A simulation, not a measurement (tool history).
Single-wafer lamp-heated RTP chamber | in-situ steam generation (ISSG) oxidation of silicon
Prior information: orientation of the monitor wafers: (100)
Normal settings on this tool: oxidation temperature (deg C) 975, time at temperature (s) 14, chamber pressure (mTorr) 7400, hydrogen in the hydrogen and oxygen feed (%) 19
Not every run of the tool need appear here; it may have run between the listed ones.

run,hour,oxidation temperature (deg C),time at temperature (s),chamber pressure (mTorr),hydrogen in the hydrogen and oxygen feed (%),wafers since the last listed run,wafers since the last pyrometer calibration,hours since the pressure gauge was zeroed,hours since the hydrogen flow controller was replaced,hours since the gauge calibration,"read-back reference wafer on the same gauge, thickness",oxide thickness on the monitor wafer (angstrom)
1,0.0,975,14,7400,19,0,2317,2468.5,3142.0,1460.3,3.662,41.48
2,103.3,975,14,7400,19,590,2907,2571.8,3245.3,1563.6,3.661,41.55
3,174.0,975,14,7400,19,403,3311,2642.5,3316.0,1634.3,3.660,41.75
4,218.1,975,14,7400,19,251,3563,2686.6,3360.1,1678.4,3.660,41.69
# hour 293.7: pyrometer window cleaned and pyrometer calibrated
5,294.2,975,14,7400,19,388,2,2762.7,3436.2,1754.5,3.663,41.36
6,559.5,975,14,7400,19,1515,1517,3028.0,3701.5,2019.8,3.660,41.47
7,637.7,962,14,7400,19,446,1964,3106.2,3779.7,2098.0,3.659,39.78
8,741.3,975,11,7400,19,591,2556,3209.8,3883.3,2201.6,3.660,37.68
9,821.7,975,14,7400,22,459,3015,3290.2,3963.7,2282.0,3.660,43.19
# hour 994.3: gauge calibrated
# hour 1098.2: pyrometer window cleaned and pyrometer calibrated
10,1120.0,975,14,7400,22,1658,124,3588.5,4262.0,125.7,3.661,43.17
11,1199.6,975,18,7400,19,454,579,3668.1,4341.6,205.3,3.659,46.14
12,1269.9,975,18,7400,19,401,980,3738.4,4411.9,275.6,3.660,46.04
# hour 1331.7: pressure gauge zeroed
13,1366.3,975,14,7400,19,504,1485,34.6,4508.3,372.0,3.658,41.56
14,1434.7,975,14,7400,19,390,1876,103.0,4576.7,440.4,3.661,41.69
15,1482.9,975,14,7400,19,275,2151,151.2,4624.9,488.6,3.659,41.49
16,1561.1,958,19,6900,29,446,2598,229.4,4703.1,566.8,3.660,49.97
17,1650.5,975,14,7400,19,510,3108,318.8,4792.5,656.2,3.661,41.75
18,1706.8,989,14,6900,19,321,3430,375.1,4848.8,712.5,3.661,43.59
# hour 1720.9: pyrometer window cleaned and pyrometer calibrated
# hour 1772.0: hydrogen flow controller replaced
19,1804.7,987,14,7400,25,467,432,473.0,32.7,810.4,3.659,45.96
20,1857.5,975,17,6900,25,301,734,525.8,85.5,863.2,3.660,47.72
21,1905.3,961,16,7400,14,273,1007,573.6,133.3,911.0,3.661,38.91
22,1987.3,975,10,8000,19,468,1475,655.6,215.3,993.0,3.660,36.03
23,2066.5,975,14,7400,19,452,1928,734.8,294.5,1072.2,3.662,41.36
24,2128.6,956,10,7400,19,354,2282,796.9,356.6,1134.3,3.661,34.32
25,2201.3,987,14,7400,25,415,2698,869.6,429.3,1207.0,3.661,46.15
26,2251.5,975,14,7400,12,286,2984,919.8,479.5,1257.2,3.660,37.19
27,2313.0,975,14,7400,19,351,3336,981.3,541.0,1318.7,3.659,41.54
28,2408.5,975,14,7400,19,545,3881,1076.8,636.5,1414.2,3.662,41.46
29,2470.1,975,14,7400,19,351,4233,1138.4,698.1,1475.8,3.660,41.57
# hour 2489.5: pyrometer window cleaned and pyrometer calibrated
30,2508.7,989,14,7400,19,174,109,1177.0,736.7,1514.4,3.662,43.20
31,2574.4,975,14,7400,19,375,484,1242.7,802.4,1580.1,3.661,41.25

Per-run results on a tool with no hidden state, each run keeping its own random variation:
What the log doesn't record here: true wafer temperature minus pyrometer reading, K; true pressure minus gauge reading, Torr; deviation of the hydrogen flow from its setpoint, %; gauge reads high (%).
run,oxide thickness on the monitor wafer (angstrom)
1,41.10
2,41.09
3,41.23
4,41.13
5,41.13
6,41.16
7,39.46
8,37.31
9,42.69
10,42.81
11,45.76
12,45.64
13,41.14
14,41.24
15,41.01
16,49.31
17,41.13
18,42.84
19,45.94
20,47.68
21,38.87
22,35.98
23,41.26
24,34.24
25,45.93
26,37.00
27,41.28
28,41.12
29,41.15
30,43.15
31,41.19
